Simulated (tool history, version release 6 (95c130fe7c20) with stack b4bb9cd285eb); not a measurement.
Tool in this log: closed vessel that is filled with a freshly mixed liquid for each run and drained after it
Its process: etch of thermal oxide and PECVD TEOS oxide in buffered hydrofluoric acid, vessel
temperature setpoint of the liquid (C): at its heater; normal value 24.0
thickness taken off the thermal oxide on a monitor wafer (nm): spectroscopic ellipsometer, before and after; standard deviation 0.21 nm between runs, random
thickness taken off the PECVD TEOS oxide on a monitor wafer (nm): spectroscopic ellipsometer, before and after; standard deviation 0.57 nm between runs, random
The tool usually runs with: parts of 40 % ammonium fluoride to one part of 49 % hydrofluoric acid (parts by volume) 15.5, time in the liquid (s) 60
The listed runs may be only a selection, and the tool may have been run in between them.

run	hour	temperature setpoint of the liquid (C)	parts of 40 % ammonium fluoride to one part of 49 % hydrofluoric acid (parts by volume)	time in the liquid (s)	wafers since the last listed run	hours since the thermometer was replaced	hours since the hydrofluoric acid flow meter was replaced	hours since the gauge calibration	read-back film thickness of the thermal oxide reference wafer, read on the same gauge (nm)	read-back film thickness of the PECVD TEOS oxide reference wafer, read on the same gauge (nm)	thickness taken off the thermal oxide on a monitor wafer (nm)	thickness taken off the PECVD TEOS oxide on a monitor wafer (nm)
1	0.0	24.0	15.5	60	0	9.6	1204.3	650.3	150.00	50.07	44.11	99.73
2	26.2	26.0	15.5	40	1721	35.8	1230.5	676.5	150.05	49.99	32.58	73.35
3	52.9	26.0	15.5	40	1754	62.5	1257.2	703.2	150.00	50.07	32.44	74.20
4	70.8	24.0	15.5	60	1176	80.4	1275.1	721.1	149.99	50.02	44.00	100.20
5	91.4	24.0	15.5	60	1353	101.0	1295.7	741.7	150.01	50.02	43.69	100.29
6	123.0	24.0	15.5	60	2076	132.6	1327.3	773.3	150.05	50.01	43.93	101.47
7	144.3	24.0	15.5	60	1399	153.9	1348.6	794.6	150.01	50.04	44.06	101.13
8	171.1	24.0	20.0	60	1760	180.7	1375.4	821.4	150.02	49.99	34.38	77.83
9	189.0	20.0	11.5	30	1176	198.6	1393.3	839.3	150.01	49.99	23.84	53.70
10	250.0	24.0	15.5	60	4007	259.6	1454.3	900.3	149.97	50.01	44.59	101.16
# hour 270.4: hydrofluoric acid flow meter replaced
11	280.7	24.0	15.5	60	1951	290.3	10.3	931.0	150.01	50.04	44.43	100.36
12	300.6	21.0	20.5	60	1307	310.2	30.2	950.9	150.02	49.98	28.74	65.93
13	319.3	24.0	15.5	60	1228	328.9	48.9	969.6	149.98	50.03	44.93	101.17
14	353.4	28.0	17.0	75	2240	363.0	83.0	1003.7	149.94	49.96	63.15	144.70
15	374.8	20.5	15.5	60	1405	384.4	104.4	1025.1	149.97	49.97	36.48	84.96
16	388.8	24.0	15.5	85	919	398.4	118.4	1039.1	150.02	49.95	63.17	144.03
17	401.1	20.0	19.0	30	808	410.7	130.7	1051.4	150.03	50.04	14.68	33.28
# hour 403.6: gauge calibrated
18	419.0	24.0	15.5	30	1176	428.6	148.6	15.4	149.99	49.98	22.26	51.03
19	441.1	24.0	15.5	60	1451	450.7	170.7	37.5	149.98	50.01	44.73	102.43
20	458.5	24.0	15.5	60	1143	468.1	188.1	54.9	150.01	50.00	44.57	103.84
21	483.0	27.0	19.0	60	1609	492.6	212.6	79.4	149.97	49.99	43.40	97.93
22	502.7	24.0	15.5	60	1294	512.3	232.3	99.1	150.04	50.00	45.13	102.52
23	532.8	19.5	15.5	35	1977	542.4	262.4	129.2	150.01	49.98	20.36	46.39
24	626.6	29.0	15.5	60	6162	636.2	356.2	223.0	150.00	49.98	59.17	135.82
25	659.6	26.0	15.5	40	2168	669.2	389.2	256.0	149.99	50.05	33.72	76.80

Alternative continuations, all from the tool just after run 25; predict every row:
A	660.3	24.0	15.5	60	45	669.9	389.9	256.7	?	?	?	?
B	660.3	22.0	15.5	60	45	669.9	389.9	256.7	?	?	?	?
C	660.3	22.5	21.0	30	45	669.9	389.9	256.7	?	?	?	?
D	660.3	24.0	20.0	40	45	669.9	389.9	256.7	?	?	?	?
E	660.3	24.0	19.5	60	45	669.9	389.9	256.7	?	?	?	?

run	read-back film thickness of the thermal oxide reference wafer, read on the same gauge (nm)	read-back film thickness of the PECVD TEOS oxide reference wafer, read on the same gauge (nm)	thickness taken off the thermal oxide on a monitor wafer (nm)	thickness taken off the PECVD TEOS oxide on a monitor wafer (nm)
A	150.06	49.95	45.60	103.83
B	150.06	49.95	40.88	93.08
C	150.06	49.95	15.80	35.98
D	150.06	49.95	23.65	53.86
E	150.06	49.95	36.38	82.82
With the hidden condition removed and each run's random variation left untouched, the same runs would have given:
run	thickness taken off the thermal oxide on a monitor wafer (nm)	thickness taken off the PECVD TEOS oxide on a monitor wafer (nm)
A	43.49	99.03
B	38.96	88.71
C	15.06	34.30
D	22.56	51.36
E	34.69	78.98
